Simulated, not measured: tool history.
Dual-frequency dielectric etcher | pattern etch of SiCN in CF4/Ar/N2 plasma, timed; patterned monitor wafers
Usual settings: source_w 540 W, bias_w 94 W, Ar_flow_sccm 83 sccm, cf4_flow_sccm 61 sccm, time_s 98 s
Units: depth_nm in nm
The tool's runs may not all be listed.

| run | hour | source_w | bias_w | Ar_flow_sccm | cf4_flow_sccm | time_s | read-back reference wafer on the same gauge, depth_nm | depth_nm |
|---|---|---|---|---|---|---|---|---|
| 1 | 0 | 540 | 94 | 68 | 61 | 98 | 123 | 110.9 |
| 2 | 99.5 | 540 | 94 | 83 | 61 | 98 | 123 | 109 |
| 3 | 205 | 540 | 94 | 83 | 61 | 87 | 123 | 97 |
| 4 | 279.4 | 540 | 94 | 83 | 61 | 98 | 123 | 110.5 |
|  | 397.2 | wet clean of the chamber |
| 5 | 397.7 | 540 | 94 | 83 | 61 | 98 | 123 | 106.3 |
| 6 | 483.8 | 540 | 83 | 83 | 74 | 81.5 | 122.9 | 86.9 |
| 7 | 527 | 540 | 94 | 83 | 61 | 119.5 | 123 | 129.6 |
| 8 | 567.6 | 540 | 101 | 83 | 47 | 98 | 122.8 | 104.8 |
|  | 653 | bias power generator calibrated |
| 9 | 674.7 | 540 | 71 | 95 | 61 | 98 | 123 | 96.2 |
|  | 709.5 | gauge calibrated |
| 10 | 724.9 | 620 | 116 | 83 | 72 | 73.5 | 122.9 | 97.3 |
| 11 | 773 | 440 | 102 | 101 | 61 | 98 | 123.1 | 96 |
| 12 | 875.3 | 540 | 94 | 83 | 61 | 98 | 122.8 | 108.2 |
|  | 985.2 | upper electrode replaced, of another model than before |
| 13 | 985.7 | 660 | 94 | 83 | 53 | 98 | 123 | 130.1 |
|  | 1050.7 | wet clean of the chamber |
|  | 1129.8 | source power generator calibrated |
| 14 | 1272.6 | 540 | 73 | 83 | 61 | 98 | 122.9 | 95.5 |
| 15 | 1357.6 | 540 | 107 | 83 | 61 | 77.5 | 122.9 | 90.4 |
| 16 | 1417 | 630 | 113 | 101 | 53 | 98 | 123 | 131.9 |
| 17 | 1503.2 | 540 | 94 | 83 | 61 | 98 | 123.1 | 108.8 |
| 18 | 1596.5 | 410 | 94 | 95 | 61 | 98 | 123 | 80.9 |
|  | 1685.3 | wet clean of the chamber |
| 19 | 1689.3 | 610 | 87 | 83 | 61 | 98 | 123 | 115.7 |
| 20 | 1788.8 | 540 | 116 | 99 | 61 | 109 | 123 | 129.8 |
| 21 | 1840.7 | 490 | 94 | 69 | 56 | 74 | 123.1 | 73.7 |

Measured less the same run without the tool's hidden state. The same run-to-run variation is in both; the gauge's scatter may not be:
The hidden state here: etch rate over this chamber's usual, %; source power that arrives over what is set, %; bias power that arrives over what is set, %; Ar flow that arrives over what is set, %; CF4 flow that arrives over what is set, %; gauge reads high (%).
| run | depth_nm |
|---|---|
| 1 | +2 |
| 2 | +2.4 |
| 3 | +2.5 |
| 4 | +3.2 |
| 5 | -0.3 |
| 6 | +0.1 |
| 7 | +0.4 |
| 8 | +0.5 |
| 9 | +0.9 |
| 10 | +1.1 |
| 11 | +1.3 |
| 12 | +1.9 |
| 13 | +2.9 |
| 14 | +0.9 |
| 15 | +1.2 |
| 16 | +2.1 |
| 17 | +2.1 |
| 18 | +1.8 |
| 19 | +0 |
| 20 | +0.5 |
| 21 | +0.5 |
